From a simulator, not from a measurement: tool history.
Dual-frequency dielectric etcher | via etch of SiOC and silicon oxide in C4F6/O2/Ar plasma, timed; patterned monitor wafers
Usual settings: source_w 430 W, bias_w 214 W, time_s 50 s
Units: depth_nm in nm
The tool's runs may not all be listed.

run,hour,source_w,bias_w,time_s,"read-back reference wafer on the same gauge, depth_nm",depth_nm
1,0,430,175,50,49.5,51.7
2,9.4,430,175,50,49.5,52
3,24.6,430,175,50,49.5,52
4,39.8,430,214,50,49.5,55.7
5,51,430,214,50,49.5,55.9
# hour 81.2: upper electrode replaced
6,81.7,430,214,50,49.5,55.6
7,82,430,214,50,49.5,55.7
8,85.6,430,214,50,49.5,55.8
9,103.1,430,214,50,49.5,55.9
10,119.3,430,214,50,49.5,56
# hour 124.8: gauge calibrated
11,126.3,430,214,50,49.5,56.1
# hour 147.9: bias power generator calibrated
# hour 158: wet clean of the chamber
12,158.5,430,214,45.5,49.5,49
13,158.8,430,214,50,49.5,53.7
14,163,430,214,50,49.5,53.4
15,171.9,430,214,61.5,49.5,66.3
16,184.5,430,214,60.5,49.5,64.9
# hour 195.2: source power generator calibrated
17,195.7,500,214,42.5,49.5,48.9
18,207.2,430,214,62,49.5,67.2
19,216.9,360,214,41.5,49.5,41.2
20,223.1,370,160,64,49.5,58.9
21,233.2,430,214,50,49.5,54.4
22,247,400,249,63,49.5,69.7

Measured less the same run without the tool's hidden state. The same run-to-run variation is in both; the gauge's scatter may not be:
The hidden state here: etch rate over this chamber's usual, %; source power that arrives over what is set, %; bias power that arrives over what is set, %; gauge reads high (%).
run,depth_nm
1,+1.6
2,+1.6
3,+1.7
4,+1.9
5,+1.9
6,+2.1
7,+2.1
8,+2.1
9,+2.3
10,+2.3
11,+2.3
12,+0
13,+0
14,+0.1
15,+0.2
16,+0.3
17,+0.2
18,+0.4
19,+0.2
20,+0.5
21,+0.4
22,+0.7
